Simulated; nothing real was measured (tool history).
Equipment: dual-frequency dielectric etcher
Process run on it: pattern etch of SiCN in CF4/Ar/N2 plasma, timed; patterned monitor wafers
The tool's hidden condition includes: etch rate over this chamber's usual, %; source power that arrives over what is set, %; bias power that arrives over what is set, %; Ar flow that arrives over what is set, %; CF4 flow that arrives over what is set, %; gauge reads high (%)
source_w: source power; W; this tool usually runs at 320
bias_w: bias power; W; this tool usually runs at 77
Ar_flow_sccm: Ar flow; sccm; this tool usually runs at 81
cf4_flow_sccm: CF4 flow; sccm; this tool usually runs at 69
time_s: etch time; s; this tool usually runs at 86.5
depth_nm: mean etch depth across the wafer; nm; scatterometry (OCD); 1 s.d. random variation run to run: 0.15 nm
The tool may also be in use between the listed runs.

run	hour	source_w	bias_w	Ar_flow_sccm	cf4_flow_sccm	time_s	wafers since the last listed run	hours since the last wet clean	hours since the last source power generator calibration	hours since the last bias power generator calibration	hours since the last Ar flow controller change	hours since the last CF4 flow controller change	hours since the last upper electrode change	hours since the gauge calibration	read-back reference wafer on the same gauge, depth_nm	depth_nm
1	0	320	77	81	69	86.5	0	268.7	1503.8	1728.7	3565.1	2683.6	4708	93	55.2	55.3
2	14.9	320	77	76	69	86.5	168	283.6	1518.7	1743.6	3580	2698.5	4722.9	107.9	55.2	55.7
3	30.5	320	77	76	69	86.5	176	299.2	1534.3	1759.2	3595.6	2714.1	4738.5	123.5	55.2	55.5
# hour 43.4: CF4 flow controller replaced
# hour 46.9: bias power generator calibrated
# hour 68.8: upper electrode replaced
# hour 71.7: Ar flow controller replaced
4	72.2	320	77	81	69	86.5	83	340.9	1576	25.3	0.5	28.8	3.4	165.2	55.2	55.4
5	72.5	320	77	81	69	98	3	341.2	1576.3	25.6	0.8	29.1	3.7	165.5	55.2	62.5
6	72.9	320	77	81	69	98	4	341.6	1576.7	26	1.2	29.5	4.1	165.9	55.2	62.5
7	77.4	320	94	81	82	96.5	50	346.1	1581.2	30.5	5.7	34	8.6	170.4	55.3	65.6
8	90.1	360	86	81	79	61	143	358.8	1593.9	43.2	18.4	46.7	21.3	183.1	55.1	42.6
9	97	270	77	65	80	80	78	365.7	1600.8	50.1	25.3	53.6	28.2	190	55.2	48.7
10	106.5	300	72	88	75	86.5	107	375.2	1610.3	59.6	34.8	63.1	37.7	199.5	55.2	52.8
11	120.3	320	77	65	55	86.5	156	389	1624.1	73.4	48.6	76.9	51.5	213.3	55.2	54.7
# hour 135.2: gauge calibrated
# hour 145.4: wet clean of the chamber
12	145.9	320	77	81	69	86.5	18	0.5	1649.7	99	74.2	102.5	77.1	10.7	55.2	56.4
13	146.3	320	77	81	63	86.5	4	0.9	1650.1	99.4	74.6	102.9	77.5	11.1	55.2	55.7
14	152.8	320	77	81	69	86.5	73	7.4	1656.6	105.9	81.1	109.4	84	17.6	55.2	56.5
# hour 168.5: source power generator calibrated
15	169	320	77	81	69	64.5	137	23.6	0.5	122.1	97.3	125.6	100.2	33.8	55.2	41.9
16	175	320	77	71	69	86.5	67	29.6	6.5	128.1	103.3	131.6	106.2	39.8	55.2	56.9
17	191.2	320	77	81	69	86.5	183	45.8	22.7	144.3	119.5	147.8	122.4	56	55.2	56.5
18	206.5	320	77	81	85	86.5	172	61.1	38	159.6	134.8	163.1	137.7	71.3	55.2	57.6
19	219.3	320	77	81	69	86.5	144	73.9	50.8	172.4	147.6	175.9	150.5	84.1	55.2	56.2
20	234.5	320	77	81	74	86.5	171	89.1	66	187.6	162.8	191.1	165.7	99.3	55.2	56.3
21	246.3	400	95	99	52	86.5	133	100.9	77.8	199.4	174.6	202.9	177.5	111.1	55.2	63
22	259.2	400	95	99	52	86.5	145	113.8	90.7	212.3	187.5	215.8	190.4	124	55.2	62.8

3 ways to go on from here, each from the tool as it stands after run 22. What would each give?
A	259.6	320	77	81	69	70.5	4	114.2	91.1	212.7	187.9	216.2	190.8	124.4	?	?
B	259.6	320	77	81	69	109	4	114.2	91.1	212.7	187.9	216.2	190.8	124.4	?	?
C	259.6	360	77	90	57	86.5	4	114.2	91.1	212.7	187.9	216.2	190.8	124.4	?	?

run	read-back reference wafer on the same gauge, depth_nm	depth_nm
A	55.2	45.6
B	55.2	70.5
C	55.2	57.4
Stripped of hidden state, with their random variation kept, the same runs would have yielded:
run	depth_nm
A	45.9
B	71
C	57.8
